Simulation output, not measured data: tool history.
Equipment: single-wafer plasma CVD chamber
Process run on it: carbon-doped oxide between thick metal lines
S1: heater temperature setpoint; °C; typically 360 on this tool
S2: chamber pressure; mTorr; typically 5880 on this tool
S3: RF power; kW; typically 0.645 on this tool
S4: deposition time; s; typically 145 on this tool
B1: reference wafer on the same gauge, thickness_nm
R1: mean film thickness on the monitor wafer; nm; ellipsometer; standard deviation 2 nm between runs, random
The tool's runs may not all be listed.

run,hour,S1,S2,S3,S4,B1,R1
1,0,365,5880,0.645,145,641.604,757.007
2,64.2,360,5880,0.645,145,641.863,760.705
# hour 81: gauge calibrated
# hour 96: RF generator calibrated
3,131.4,360,5880,0.645,145,642.003,772.022
4,198.5,360,5880,0.645,145,641.567,767.475
5,234.1,360,5880,0.645,145,642.167,767.327
# hour 274.8: thermocouple changed; heater temperature recalibrated
6,275.3,360,5880,0.645,145,642.098,767.093
7,320.1,360,5880,0.645,145,642.15,765.024
8,360.7,360,5880,0.645,145,642.299,767.095
9,423.7,371,5880,0.645,145,642.187,748.736
10,467.1,360,4810,0.645,145,642.217,724.503
11,522.4,360,5880,0.525,123,642.052,587.506
12,560.1,373,6510,0.545,170,641.843,818.505
13,584.5,356,5880,0.645,165,642.004,872.663
14,615.2,370,6270,0.715,134,641.873,731.976
# hour 687: capacitance manometer re-zeroed and calibrated
# hour 811.6: showerhead replaced
15,812,360,5880,0.58,145,642.097,733.78
16,864,367,6500,0.68,145,642.073,791.813
17,912.8,360,5880,0.645,145,641.768,770.512
18,958.3,350,5880,0.735,145,642.157,843.551
19,1011.7,360,5880,0.645,155,642.267,823.838
20,1036.3,352,5280,0.71,134,642.152,737.718
21,1079.6,351,4930,0.645,153,642.313,790.958
22,1138,360,4680,0.74,145,642.157,775.704
23,1164.2,351,4550,0.565,145,641.438,694.578
24,1206.4,346,5880,0.645,134,641.796,733.364
# hour 1257.1: RF generator calibrated
25,1257.6,360,5880,0.645,145,642.25,781.448
26,1299.3,360,5880,0.645,145,642.018,779.186
27,1345.1,354,5880,0.705,131,641.624,741.029

Run-by-run hidden state of the tool:
wafer temperature above the value expected at the setpoint (K): 0 in every run
gauge reads high (%): 0 in every run
H1: delivered RF power above the setpoint (%)
H2: true pressure above the setpoint (%)
run,H1,H2
1,-2.67,-4.95
2,-2.69,-5.15
3,-0.363,-5.35
4,-0.764,-5.55
5,-0.949,-5.65
6,-1.14,-5.78
7,-1.33,-5.91
8,-1.48,-6.03
9,-1.68,-6.22
10,-1.8,-6.35
11,-1.93,-6.52
12,-2.01,-6.63
13,-2.06,-6.7
14,-2.12,-6.79
15,-2.38,0.76
16,-2.43,0.605
17,-2.47,0.459
18,-2.5,0.323
19,-2.54,0.163
20,-2.55,0.0893
21,-2.57,-0.0402
22,-2.6,-0.215
23,-2.61,-0.293
24,-2.63,-0.419
25,-0.218,-0.573
26,-0.501,-0.697
27,-0.778,-0.834

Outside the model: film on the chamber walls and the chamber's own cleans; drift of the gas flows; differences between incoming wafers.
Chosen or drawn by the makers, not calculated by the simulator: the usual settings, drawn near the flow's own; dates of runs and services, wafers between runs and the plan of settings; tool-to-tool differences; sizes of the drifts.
